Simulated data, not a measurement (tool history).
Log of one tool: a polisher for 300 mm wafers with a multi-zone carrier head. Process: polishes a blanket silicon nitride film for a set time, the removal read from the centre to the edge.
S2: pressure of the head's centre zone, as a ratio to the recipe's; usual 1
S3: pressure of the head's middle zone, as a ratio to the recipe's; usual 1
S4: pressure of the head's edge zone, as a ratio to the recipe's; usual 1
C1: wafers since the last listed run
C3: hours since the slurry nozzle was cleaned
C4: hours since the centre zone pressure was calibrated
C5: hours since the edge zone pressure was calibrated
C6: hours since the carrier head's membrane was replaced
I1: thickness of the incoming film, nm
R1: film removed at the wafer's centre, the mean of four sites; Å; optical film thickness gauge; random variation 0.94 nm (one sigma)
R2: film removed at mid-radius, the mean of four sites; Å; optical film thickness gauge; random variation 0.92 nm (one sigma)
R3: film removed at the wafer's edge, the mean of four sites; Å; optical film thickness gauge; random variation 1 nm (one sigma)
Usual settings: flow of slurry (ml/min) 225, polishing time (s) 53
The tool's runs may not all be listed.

run 1 day=0 | flow_of_slurry_(ml/min)=190 S2=1 S3=1 S4=1.08 polishing_time_(s)=53 | C1=0 wafers_polished_on_this_pad=269 C3=119.1 C4=909 C5=961.8 C6=734.7 | I1=530.1 | R1=693 R2=672 R3=680
run 2 day=1.579 | flow_of_slurry_(ml/min)=225 S2=1 S3=1 S4=1 polishing_time_(s)=53 | C1=509 wafers_polished_on_this_pad=778 C3=157 C4=946.9 C5=999.7 C6=772.6 | I1=541 | R1=716 R2=698 R3=689
run 3 day=4.812 | flow_of_slurry_(ml/min)=225 S2=0.93 S3=1 S4=1 polishing_time_(s)=53 | C1=1042 wafers_polished_on_this_pad=1820 C3=234.6 C4=1024.5 C5=1077.3 C6=850.2 | I1=540.3 | R1=672 R2=696 R3=695
run 4 day=7.438 | flow_of_slurry_(ml/min)=225 S2=1 S3=0.97 S4=1 polishing_time_(s)=53 | C1=846 wafers_polished_on_this_pad=2666 C3=297.6 C4=1087.5 C5=1140.3 C6=913.2 | I1=535.1 | R1=715 R2=686 R3=673
run 5 day=11.779 | flow_of_slurry_(ml/min)=225 S2=1 S3=1 S4=1 polishing_time_(s)=53 | C1=1399 wafers_polished_on_this_pad=4066 C3=401.8 C4=1191.7 C5=1244.5 C6=1017.4 | I1=527.8 | R1=718 R2=690 R3=694
run 6 day=15.725 | flow_of_slurry_(ml/min)=225 S2=1 S3=0.95 S4=0.95 polishing_time_(s)=41 | C1=1272 wafers_polished_on_this_pad=5338 C3=496.5 C4=1286.4 C5=1339.2 C6=1112.1 | I1=540.4 | R1=554 R2=523 R3=516
-- day=16.467 edge zone pressure recalibrated
-- day=16.496 centre zone pressure recalibrated
run 7 day=18.133 | flow_of_slurry_(ml/min)=225 S2=1 S3=1 S4=1 polishing_time_(s)=53 | C1=739 wafers_polished_on_this_pad=6077 C3=554.3 C4=39.3 C5=40 C6=1169.9 | I1=530.6 | R1=725 R2=700 R3=686
run 8 day=24.592 | flow_of_slurry_(ml/min)=225 S2=1 S3=1 S4=0.97 polishing_time_(s)=53 | C1=2082 wafers_polished_on_this_pad=8159 C3=709.3 C4=194.3 C5=195 C6=1324.9 | I1=546.9 | R1=725 R2=703 R3=691
run 9 day=28.608 | flow_of_slurry_(ml/min)=225 S2=0.94 S3=1 S4=1 polishing_time_(s)=53 | C1=1294 wafers_polished_on_this_pad=9454 C3=805.7 C4=290.7 C5=291.4 C6=1421.3 | I1=543.9 | R1=674 R2=706 R3=696
-- day=29.525 carrier head's membrane replaced by a new one
run 10 day=30.862 | flow_of_slurry_(ml/min)=225 S2=1 S3=1 S4=0.97 polishing_time_(s)=53 | C1=659 wafers_polished_on_this_pad=10114 C3=859.8 C4=344.8 C5=345.5 C6=32.1 | I1=536.2 | R1=698 R2=700 R3=671
-- day=33.05 worn pad replaced by a new one
-- day=34.138 slurry nozzle cleaned
run 11 day=35.262 | flow_of_slurry_(ml/min)=225 S2=1 S3=1 S4=1 polishing_time_(s)=53 | C1=1351 wafers_polished_on_this_pad=699 C3=27 C4=450.4 C5=451.1 C6=137.7 | I1=545.1 | R1=707 R2=689 R3=669
run 12 day=37.392 | flow_of_slurry_(ml/min)=225 S2=1 S3=0.95 S4=1 polishing_time_(s)=53 | C1=686 wafers_polished_on_this_pad=1386 C3=78.1 C4=501.5 C5=502.2 C6=188.8 | I1=542.7 | R1=706 R2=660 R3=679
run 13 day=40.567 | flow_of_slurry_(ml/min)=225 S2=1.06 S3=1.08 S4=1 polishing_time_(s)=53 | C1=1023 wafers_polished_on_this_pad=2409 C3=154.3 C4=577.7 C5=578.4 C6=265 | I1=538.3 | R1=752 R2=752 R3=686
run 14 day=42.471 | flow_of_slurry_(ml/min)=225 S2=1 S3=1 S4=1 polishing_time_(s)=53 | C1=613 wafers_polished_on_this_pad=3023 C3=200 C4=623.4 C5=624.1 C6=310.7 | I1=536.1 | R1=724 R2=692 R3=688
run 15 day=46.162 | flow_of_slurry_(ml/min)=225 S2=1 S3=1 S4=1 polishing_time_(s)=47 | C1=1190 wafers_polished_on_this_pad=4213 C3=288.6 C4=712 C5=712.7 C6=399.3 | I1=528.7 | R1=628 R2=625 R3=607
run 16 day=49.275 | flow_of_slurry_(ml/min)=225 S2=1.03 S3=1 S4=0.96 polishing_time_(s)=53 | C1=1003 wafers_polished_on_this_pad=5216 C3=363.3 C4=786.7 C5=787.4 C6=474 | I1=541.3 | R1=709 R2=699 R3=664
run 17 day=50.804 | flow_of_slurry_(ml/min)=225 S2=1 S3=1.05 S4=1 polishing_time_(s)=36 | C1=492 wafers_polished_on_this_pad=5709 C3=400 C4=823.4 C5=824.1 C6=510.7 | I1=544.5 | R1=483 R2=492 R3=468
run 18 day=57.317 | flow_of_slurry_(ml/min)=165 S2=1 S3=0.94 S4=0.94 polishing_time_(s)=59 | C1=2099 wafers_polished_on_this_pad=7809 C3=556.3 C4=979.7 C5=980.4 C6=667 | I1=535.1 | R1=737 R2=704 R3=721
run 19 day=60.242 | flow_of_slurry_(ml/min)=225 S2=1 S3=1 S4=0.95 polishing_time_(s)=46 | C1=942 wafers_polished_on_this_pad=8752 C3=626.5 C4=1049.9 C5=1050.6 C6=737.2 | I1=543.8 | R1=625 R2=588 R3=585
run 20 day=61.9 | flow_of_slurry_(ml/min)=270 S2=1.11 S3=1.05 S4=1 polishing_time_(s)=53 | C1=534 wafers_polished_on_this_pad=9286 C3=666.3 C4=1089.7 C5=1090.4 C6=777 | I1=541.4 | R1=809 R2=733 R3=725
run 21 day=64.908 | flow_of_slurry_(ml/min)=225 S2=1 S3=0.93 S4=1 polishing_time_(s)=53 | C1=969 wafers_polished_on_this_pad=10256 C3=738.5 C4=1161.9 C5=1162.6 C6=849.2 | I1=535 | R1=723 R2=662 R3=697
-- day=65 slurry nozzle cleaned
-- day=65.329 centre zone pressure recalibrated
-- day=66.825 edge zone pressure recalibrated
run 22 day=68.462 | flow_of_slurry_(ml/min)=225 S2=1 S3=1 S4=1.11 polishing_time_(s)=53 | C1=1078 wafers_polished_on_this_pad=11335 C3=83.1 C4=75.2 C5=39.3 C6=934.5 | I1=539.7 | R1=707 R2=689 R3=721
-- day=70.158 worn pad replaced by a new one
run 23 day=71.479 | flow_of_slurry_(ml/min)=225 S2=1 S3=1 S4=0.89 polishing_time_(s)=53 | C1=918 wafers_polished_on_this_pad=425 C3=155.5 C4=147.6 C5=111.7 C6=1006.9 | I1=540.4 | R1=722 R2=696 R3=641

What the log doesn't show, run by run:
removal rate lost through wear of the pad, %: 0 in every run
slurry flow missing at the pad, %: 0 in every run
deviation of the centre zone's pressure from its setpoint, %: 0 in every run
deviation of the edge zone's pressure from its setpoint, %: 0 in every run
